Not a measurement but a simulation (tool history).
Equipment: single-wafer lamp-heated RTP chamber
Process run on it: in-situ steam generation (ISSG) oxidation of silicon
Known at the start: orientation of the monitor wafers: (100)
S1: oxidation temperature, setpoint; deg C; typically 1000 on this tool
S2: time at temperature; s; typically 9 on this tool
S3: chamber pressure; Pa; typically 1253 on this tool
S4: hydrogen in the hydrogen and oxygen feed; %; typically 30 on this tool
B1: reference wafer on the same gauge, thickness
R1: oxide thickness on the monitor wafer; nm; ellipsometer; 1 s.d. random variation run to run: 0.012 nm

| run | hour | S1 | S2 | S3 | S4 | B1 | R1 |
|---|---|---|---|---|---|---|---|
| 1 | 0 | 1000 | 9 | 1253 | 30 | 4.13 | 4.097 |
| 2 | 90.6 | 1000 | 9 | 1253 | 30 | 4.128 | 4.106 |
|  | 155.8 | pyrometer window cleaned and pyrometer calibrated |
| 3 | 170.4 | 1000 | 9 | 1253 | 30 | 4.128 | 4.039 |
| 4 | 238.2 | 1000 | 9 | 1253 | 30 | 4.131 | 4.061 |
| 5 | 516.1 | 1000 | 9 | 1253 | 30 | 4.131 | 4.091 |
| 6 | 562.4 | 1000 | 9 | 1253 | 30 | 4.13 | 4.09 |
| 7 | 655 | 1000 | 9 | 1253 | 30 | 4.132 | 4.102 |
|  | 695.2 | pyrometer window cleaned and pyrometer calibrated |
| 8 | 822.1 | 1000 | 9 | 1253 | 30 | 4.131 | 4.097 |
| 9 | 887.9 | 1000 | 9 | 1253 | 30 | 4.127 | 4.102 |
| 10 | 959 | 1000 | 9 | 1253 | 30 | 4.127 | 4.129 |
| 11 | 1050.4 | 1000 | 7 | 1253 | 30 | 4.134 | 3.708 |
| 12 | 1092.8 | 1000 | 10 | 1253 | 30 | 4.131 | 4.303 |
| 13 | 1153.9 | 1000 | 10 | 1253 | 30 | 4.132 | 4.301 |
|  | 1221.9 | gauge calibrated |
|  | 1238.9 | pyrometer window cleaned and pyrometer calibrated |
|  | 1262.5 | hydrogen flow controller replaced |
| 14 | 1263 | 1000 | 10 | 1253 | 30 | 4.129 | 4.245 |
| 15 | 1306.1 | 1016 | 9 | 1253 | 32 | 4.13 | 4.349 |
| 16 | 1345.1 | 1000 | 11 | 1253 | 32 | 4.132 | 4.52 |
| 17 | 1400.1 | 1013 | 8 | 1253 | 30 | 4.128 | 4.058 |
| 18 | 1490.6 | 991 | 11 | 1253 | 30 | 4.132 | 4.336 |
| 19 | 1565.6 | 1000 | 6 | 1253 | 30 | 4.131 | 3.5 |
| 20 | 1626.6 | 1000 | 9 | 1360 | 32 | 4.132 | 4.104 |
|  | 1680.4 | pyrometer window cleaned and pyrometer calibrated |
| 21 | 1680.9 | 1000 | 9 | 1253 | 30 | 4.13 | 4.026 |
|  | 1733.2 | pressure gauge zeroed |
| 22 | 1739.1 | 1000 | 6 | 1253 | 25 | 4.13 | 3.287 |
| 23 | 1833.6 | 986 | 9 | 1253 | 30 | 4.134 | 3.903 |
| 24 | 1870.3 | 982 | 9 | 1253 | 30 | 4.129 | 3.889 |
| 25 | 1916.9 | 1000 | 9 | 1253 | 30 | 4.13 | 4.096 |
| 26 | 2021 | 989 | 9 | 1253 | 32 | 4.132 | 4.047 |
|  | 2106.2 | pyrometer window cleaned and pyrometer calibrated |
| 27 | 2337 | 1008 | 9 | 1253 | 30 | 4.131 | 4.219 |
| 28 | 2381 | 1000 | 9 | 1253 | 30 | 4.129 | 4.112 |

Measured result minus the same run's result without the hidden state. Both carry the same run-to-run variation, though not necessarily the same gauge scatter:
What the log doesn't record here: true wafer temperature minus pyrometer reading, K; true pressure minus gauge reading, Torr; deviation of the hydrogen flow from its setpoint, %; gauge reads high (%).
| run | R1 |
|---|---|
| 1 | +0.081 |
| 2 | +0.088 |
| 3 | +0.008 |
| 4 | +0.038 |
| 5 | +0.085 |
| 6 | +0.088 |
| 7 | +0.091 |
| 8 | +0.061 |
| 9 | +0.075 |
| 10 | +0.085 |
| 11 | +0.076 |
| 12 | +0.105 |
| 13 | +0.107 |
| 14 | +0.032 |
| 15 | +0.059 |
| 16 | +0.075 |
| 17 | +0.081 |
| 18 | +0.099 |
| 19 | +0.072 |
| 20 | +0.104 |
| 21 | +0.003 |
| 22 | +0.022 |
| 23 | +0.052 |
| 24 | +0.057 |
| 25 | +0.076 |
| 26 | +0.078 |
| 27 | +0.083 |
| 28 | +0.081 |
